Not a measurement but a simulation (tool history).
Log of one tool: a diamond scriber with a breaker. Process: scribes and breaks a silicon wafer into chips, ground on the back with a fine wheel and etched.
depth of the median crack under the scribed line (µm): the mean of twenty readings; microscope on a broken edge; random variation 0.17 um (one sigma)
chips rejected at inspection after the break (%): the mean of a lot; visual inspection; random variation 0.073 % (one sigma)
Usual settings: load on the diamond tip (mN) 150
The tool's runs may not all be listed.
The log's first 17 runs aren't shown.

| run | hour | load on the diamond tip (mN) | wafers since the last listed run | hours since the diamond tip was replaced | hours since the load on the tip was calibrated | incoming depth of the damage left on the back of the incoming wafer, um | depth of the median crack under the scribed line (µm) | chips rejected at inspection after the break (%) |
|---|---|---|---|---|---|---|---|---|
| 18 | 1293.3 | 160 | 224 | 292.1 | 230.4 | 0.47 | 11.78 | 1.07 |
| 19 | 1348.1 | 150 | 161 | 346.9 | 285.2 | 0.73 | 11.37 | 1.34 |
| 20 | 1391.8 | 150 | 128 | 390.6 | 328.9 | 0.55 | 11.12 | 1.55 |
| 21 | 1499.2 | 150 | 315 | 498 | 436.3 | 0.65 | 10.64 | 2.11 |
|  | 1685 | diamond tip replaced by a new one |
| 22 | 1801.3 | 187 | 882 | 116.3 | 738.4 | 0.74 | 12.6 | 1.06 |
| 23 | 1844.4 | 132 | 126 | 159.4 | 781.5 | 0.74 | 10.47 | 2.54 |
|  | 1901.7 | load on the tip recalibrated |
| 24 | 1933.3 | 163 | 255 | 248.3 | 31.6 | 0.67 | 11.63 | 0.9 |
| 25 | 1976.4 | 191 | 126 | 291.4 | 74.7 | 0.5 | 12.48 | 0.97 |
| 26 | 2024.7 | 138 | 142 | 339.7 | 123 | 0.41 | 10.52 | 1.91 |
| 27 | 2118.7 | 134 | 276 | 433.7 | 217 | 0.32 | 10.31 | 2.69 |
| 28 | 2211.5 | 123 | 272 | 526.5 | 309.8 | 0.75 | 9.87 | 4.54 |
| 29 | 2294.2 | 168 | 243 | 609.2 | 392.5 | 0.79 | 10.78 | 1.73 |
| 30 | 2337.4 | 165 | 127 | 652.4 | 435.7 | 0.44 | 10.64 | 2.1 |
| 31 | 2400 | 117 | 184 | 715 | 498.3 | 0.8 | 9.11 | 7.93 |
|  | 2474.3 | diamond tip replaced by a new one |
| 32 | 2488.7 | 162 | 254 | 14.4 | 587 | 0.6 | 12.02 | 1.04 |
| 33 | 2549.4 | 150 | 178 | 75.1 | 647.7 | 0.69 | 11.15 | 1.62 |
| 34 | 2620 | 130 | 207 | 145.7 | 718.3 | 0.76 | 10.42 | 3.1 |
| 35 | 2693.1 | 119 | 214 | 218.8 | 791.4 | 0.64 | 9.69 | 5.18 |
|  | 2751.6 | load on the tip recalibrated |
| 36 | 2763.1 | 175 | 199 | 288.8 | 11.5 | 0.31 | 12.32 | 1.04 |
| 37 | 2871 | 129 | 317 | 396.7 | 119.4 | 0.31 | 10.37 | 2.68 |
| 38 | 2913.6 | 150 | 125 | 439.3 | 162 | 0.45 | 11.04 | 1.63 |
| 39 | 2993.1 | 127 | 233 | 518.8 | 241.5 | 0.77 | 10.02 | 3.84 |
| 40 | 3036.1 | 167 | 126 | 561.8 | 284.5 | 0.34 | 11.04 | 1.63 |
|  | 3089.8 | diamond tip replaced by a new one |
| 41 | 3111.3 | 169 | 215 | 21.5 | 359.7 | 0.49 | 12.48 | 0.96 |
| 42 | 3193.6 | 150 | 242 | 103.8 | 442 | 0.57 | 11.35 | 1.35 |

Forecast each of these 3 alternatives for the next run:
| A | 3194.2 | 170 | 1 | 104.4 | 442.6 | 0.58 | ? | ? |
| B | 3194.2 | 116 | 1 | 104.4 | 442.6 | 0.58 | ? | ? |
| C | 3194.2 | 133 | 1 | 104.4 | 442.6 | 0.58 | ? | ? |

| run | depth of the median crack under the scribed line (µm) | chips rejected at inspection after the break (%) |
|---|---|---|
| A | 11.82 | 0.95 |
| B | 10.04 | 3.42 |
| C | 10.62 | 2.08 |
Without the tool's hidden state the same runs would have given:
| run | depth of the median crack under the scribed line (µm) | chips rejected at inspection after the break (%) |
|---|---|---|
| A | 12.61 | 1.2 |
| B | 10.71 | 1.92 |
| C | 11.32 | 1.17 |
